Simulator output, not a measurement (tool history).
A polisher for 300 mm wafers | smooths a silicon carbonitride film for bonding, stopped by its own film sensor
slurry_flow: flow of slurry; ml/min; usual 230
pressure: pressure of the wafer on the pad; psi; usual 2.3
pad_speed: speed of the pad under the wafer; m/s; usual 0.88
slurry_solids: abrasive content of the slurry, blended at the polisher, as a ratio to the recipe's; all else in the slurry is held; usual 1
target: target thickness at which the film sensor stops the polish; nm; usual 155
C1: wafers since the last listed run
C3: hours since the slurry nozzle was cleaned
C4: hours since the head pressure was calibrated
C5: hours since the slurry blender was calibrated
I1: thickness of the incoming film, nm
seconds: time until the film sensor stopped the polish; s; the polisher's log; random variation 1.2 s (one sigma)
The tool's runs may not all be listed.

Run 1, hour 0: usual settings but target 161 nm; C1 0; wafers polished on this pad 652; C3 475.2; C4 478.7; C5 123; I1 183.1. Result: seconds 105.8 s.
Run 2, hour 14: usual settings but target 161 nm; C1 78; wafers polished on this pad 731; C3 489.2; C4 492.7; C5 137; I1 180.1. Result: seconds 92.7 s.
At hour 48.8: worn pad replaced by a new one.
Run 3, hour 49.3: usual settings; C1 176; wafers polished on this pad 2; C3 524.5; C4 528; C5 172.3; I1 179.5. Result: seconds 117.8 s.
Run 4, hour 66: usual settings; C1 94; wafers polished on this pad 96; C3 541.2; C4 544.7; C5 189; I1 179.2. Result: seconds 115.7 s.
Run 5, hour 166: usual settings; C1 563; wafers polished on this pad 659; C3 641.2; C4 644.7; C5 289; I1 176.5. Result: seconds 106.2 s.
Run 6, hour 181.7: usual settings but slurry_solids 1.1; C1 88; wafers polished on this pad 748; C3 656.9; C4 660.4; C5 304.7; I1 182.3. Result: seconds 126.9 s.
At hour 194.8: worn pad replaced by a new one.
Run 7, hour 208.8: usual settings but slurry_solids 1.1; C1 130; wafers polished on this pad 78; C3 684; C4 687.5; C5 331.8; I1 183. Result: seconds 132.2 s.
Run 8, hour 233.9: usual settings; C1 141; wafers polished on this pad 220; C3 709.1; C4 712.6; C5 356.9; I1 179.7. Result: seconds 122.6 s.
Run 9, hour 262.8: usual settings; C1 162; wafers polished on this pad 382; C3 738; C4 741.5; C5 385.8; I1 179.4. Result: seconds 124.7 s.
Run 10, hour 287.8: usual settings but pressure 1.8 psi, target 161 nm; C1 140; wafers polished on this pad 523; C3 763; C4 766.5; C5 410.8; I1 182.2. Result: seconds 137.9 s.
At hour 304.9: slurry blender recalibrated.
Run 11, hour 319.6: usual settings but slurry_flow 305 ml/min, slurry_solids 0.9, target 157 nm; C1 167; wafers polished on this pad 691; C3 794.8; C4 798.3; C5 14.7; I1 178.2. Result: seconds 119.3 s.
Run 12, hour 354.1: usual settings but pressure 2.1 psi, slurry_solids 1.25; C1 194; wafers polished on this pad 885; C3 829.3; C4 832.8; C5 49.2; I1 179.7. Result: seconds 122.1 s.
At hour 356: slurry nozzle cleaned.
At hour 357.3: head pressure recalibrated.
At hour 359.3: worn pad replaced by a new one.
Run 13, hour 376.3: usual settings but pressure 2.5 psi; C1 100; wafers polished on this pad 95; C3 20.3; C4 19; C5 71.4; I1 181.8. Result: seconds 114.9 s.
Run 14, hour 396.1: usual settings; C1 111; wafers polished on this pad 207; C3 40.1; C4 38.8; C5 91.2; I1 180.9. Result: seconds 118.1 s.
Run 15, hour 413.1: usual settings but pressure 2.6 psi, pad_speed 1.02 m/s, slurry_solids 0.7, target 161 nm; C1 95; wafers polished on this pad 302; C3 57.1; C4 55.8; C5 108.2; I1 179.4. Result: seconds 101.5 s.
Run 16, hour 447.1: usual settings but slurry_flow 265 ml/min, pressure 2 psi, slurry_solids 1.2, target 163 nm; C1 191; wafers polished on this pad 494; C3 91.1; C4 89.8; C5 142.2; I1 180.4. Result: seconds 80.9 s.
Run 17, hour 470.1: usual settings but pad_speed 0.62 m/s, slurry_solids 1.2, target 160 nm; C1 129; wafers polished on this pad 623; C3 114.1; C4 112.8; C5 165.2; I1 182. Result: seconds 104.1 s.
Run 18, hour 505.6: usual settings but slurry_flow 305 ml/min, slurry_solids 0.9, target 157 nm; C1 199; wafers polished on this pad 823; C3 149.6; C4 148.3; C5 200.7; I1 182.8. Result: seconds 126.9 s.
Run 19, hour 518.3: usual settings but slurry_flow 255 ml/min; C1 71; wafers polished on this pad 895; C3 162.3; C4 161; C5 213.4; I1 179. Result: seconds 110.8 s.

Forecast each of these 4 alternatives for the next run:
Run A, hour 518.8: usual settings; C1 2; wafers polished on this pad 898; C3 162.8; C4 161.5; C5 213.9; I1 176.5. Result: seconds ?.
Run B, hour 518.8: usual settings but slurry_flow 180 ml/min, pressure 2.9 psi, target 149 nm; C1 2; wafers polished on this pad 898; C3 162.8; C4 161.5; C5 213.9; I1 176.5. Result: seconds ?.
Run C, hour 518.8: usual settings but slurry_flow 190 ml/min, slurry_solids 0.85; C1 2; wafers polished on this pad 898; C3 162.8; C4 161.5; C5 213.9; I1 176.5. Result: seconds ?.
Run D, hour 518.8: usual settings but slurry_flow 305 ml/min, pad_speed 0.78 m/s, slurry_solids 0.75, target 159 nm; C1 2; wafers polished on this pad 898; C3 162.8; C4 161.5; C5 213.9; I1 176.5. Result: seconds ?.

run  seconds
  A     99.7
  B    102.9
  C    116.8
  D    112.6
Without the tool's hidden state the same runs would have given:
run  seconds
  A    100.1
  B    103.3
  C    117.3
  D      113
